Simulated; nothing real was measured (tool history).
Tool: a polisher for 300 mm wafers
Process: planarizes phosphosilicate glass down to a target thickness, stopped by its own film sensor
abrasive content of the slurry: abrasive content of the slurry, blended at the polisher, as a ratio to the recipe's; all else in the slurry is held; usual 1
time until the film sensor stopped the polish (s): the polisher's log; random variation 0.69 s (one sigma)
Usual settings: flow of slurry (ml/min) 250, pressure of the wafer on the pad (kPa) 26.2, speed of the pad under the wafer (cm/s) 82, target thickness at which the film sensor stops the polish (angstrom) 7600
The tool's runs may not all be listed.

run,hour,flow of slurry (ml/min),pressure of the wafer on the pad (kPa),speed of the pad under the wafer (cm/s),abrasive content of the slurry,target thickness at which the film sensor stops the polish (angstrom),wafers since the last listed run,wafers polished on this pad,hours since the slurry nozzle was cleaned,hours since the head pressure was calibrated,hours since the slurry blender was calibrated,hours since the conditioning disc was replaced,"incoming thickness of the incoming film, nm",time until the film sensor stopped the polish (s)
1,0,190,26.2,82,1.2,7600,0,1006,35.3,81.4,37.4,135.1,1509.2,75.6
2,35.6,190,26.2,82,1.2,7600,298,1305,70.9,117,73,170.7,1495.3,75.1
3,47.8,250,26.2,82,1,9320,102,1408,83.1,129.2,85.2,182.9,1507.8,62.6
# hour 76.3: worn pad replaced by a new one
4,76.8,250,26.2,64,1,7600,209,4,112.1,158.2,114.2,211.9,1506.2,99.2
5,103.9,250,26.2,82,1,9030,227,232,139.2,185.3,141.3,239,1525.5,69.4
6,132.6,250,26.2,82,1,9030,240,472,167.9,214,170,267.7,1512.6,67.4
7,154.7,205,33.8,82,0.85,5620,185,658,190,236.1,192.1,289.8,1517.9,98.1
# hour 166.1: conditioning disc replaced and pad reconditioned
8,167.8,250,26.2,82,1.15,8760,93,751,203.1,249.2,205.2,1.7,1526.3,64
# hour 171.6: slurry blender recalibrated
9,192.2,250,26.2,82,1,5970,188,939,227.5,273.6,20.6,26.1,1550.3,102.8
10,206.5,250,17.9,82,1,7600,120,1059,241.8,287.9,34.9,40.4,1518.5,109.3
11,240,250,29.6,82,1.15,10170,281,1341,275.3,321.4,68.4,73.9,1501.4,43.1
12,281.1,250,26.2,82,1,5010,345,1686,316.4,362.5,109.5,115,1523.4,111.2
# hour 301.4: worn pad replaced by a new one
13,328,190,18.6,82,0.75,9210,360,223,363.3,409.4,156.4,161.9,1531.9,113.4
14,358.6,250,21.4,82,1,7600,256,480,393.9,440,187,192.5,1532.6,101.3
15,381.3,250,26.2,108,1,7600,190,670,416.6,462.7,209.7,215.2,1490.8,65.1
# hour 398.5: slurry blender recalibrated
16,400,250,26.2,82,0.85,7600,140,810,435.3,481.4,1.5,233.9,1522.4,93.3
17,422,180,26.2,102,0.9,5890,184,995,457.3,503.4,23.5,255.9,1520.7,96.8
18,446.3,185,22.1,66,0.9,7600,203,1199,481.6,527.7,47.8,280.2,1519.8,126.7
19,472.1,250,29,82,1,4960,216,1416,507.4,553.5,73.6,306,1496.4,103.5
# hour 480.2: conditioning disc replaced and pad reconditioned
20,502.7,250,26.2,82,1,7600,240,1656,538,584.1,104.2,22.5,1522.6,81.7
21,516.9,250,23.4,64,1,7600,119,1775,552.2,598.3,118.4,36.7,1515.7,107.8
# hour 545.5: worn pad replaced by a new one
22,552.9,250,26.2,82,1,9030,268,62,588.2,634.3,154.4,72.7,1535.3,68.7
23,579.6,250,26.2,82,1,7600,224,286,614.9,661,181.1,99.4,1514.3,82
# hour 606.1: slurry blender recalibrated
24,611.2,250,31,58,0.8,5390,248,534,646.5,692.6,5.1,131,1525.3,142.5
25,646,250,26.2,82,1,7600,292,827,681.3,727.4,39.9,165.8,1522.5,83.8

Some steps in time until the film sensor stopped the polish (s) between neighbouring runs. How much of each would the tool show without its hidden state too (settings, what came in, random variation), and how much is left for the hidden state, with any gauge scatter that isn't in both results?
The hidden state here: removal rate lost through wear of the pad, %; slurry flow missing at the pad, %; deviation of the head's pressure from its setpoint, %; abrasive missing from the slurry, %; time polished since the conditioner stopped cutting, s.
Run 7 -> 8: flow of slurry (ml/min) 205 -> 250, pressure of the wafer on the pad (kPa) 33.8 -> 26.2, abrasive content of the slurry 0.85 -> 1.15, target thickness at which the film sensor stops the polish (angstrom) 5620 -> 8760, conditioning disc replaced and pad reconditioned. time until the film sensor stopped the polish (s) -34.1: hidden state -4.5, all else -29.6.
Run 10 -> 11: pressure of the wafer on the pad (kPa) 17.9 -> 29.6, abrasive content of the slurry 1 -> 1.15, target thickness at which the film sensor stops the polish (angstrom) 7600 -> 10170. time until the film sensor stopped the polish (s) -66.2: hidden state +0, all else -66.2.
Run 11 -> 12: pressure of the wafer on the pad (kPa) 29.6 -> 26.2, abrasive content of the slurry 1.15 -> 1, target thickness at which the film sensor stops the polish (angstrom) 10170 -> 5010. time until the film sensor stopped the polish (s) +68.1: hidden state +1.4, all else +66.7.
Run 19 -> 20: pressure of the wafer on the pad (kPa) 29 -> 26.2, target thickness at which the film sensor stops the polish (angstrom) 4960 -> 7600, conditioning disc replaced and pad reconditioned. time until the film sensor stopped the polish (s) -21.8: hidden state -4.6, all else -17.2.

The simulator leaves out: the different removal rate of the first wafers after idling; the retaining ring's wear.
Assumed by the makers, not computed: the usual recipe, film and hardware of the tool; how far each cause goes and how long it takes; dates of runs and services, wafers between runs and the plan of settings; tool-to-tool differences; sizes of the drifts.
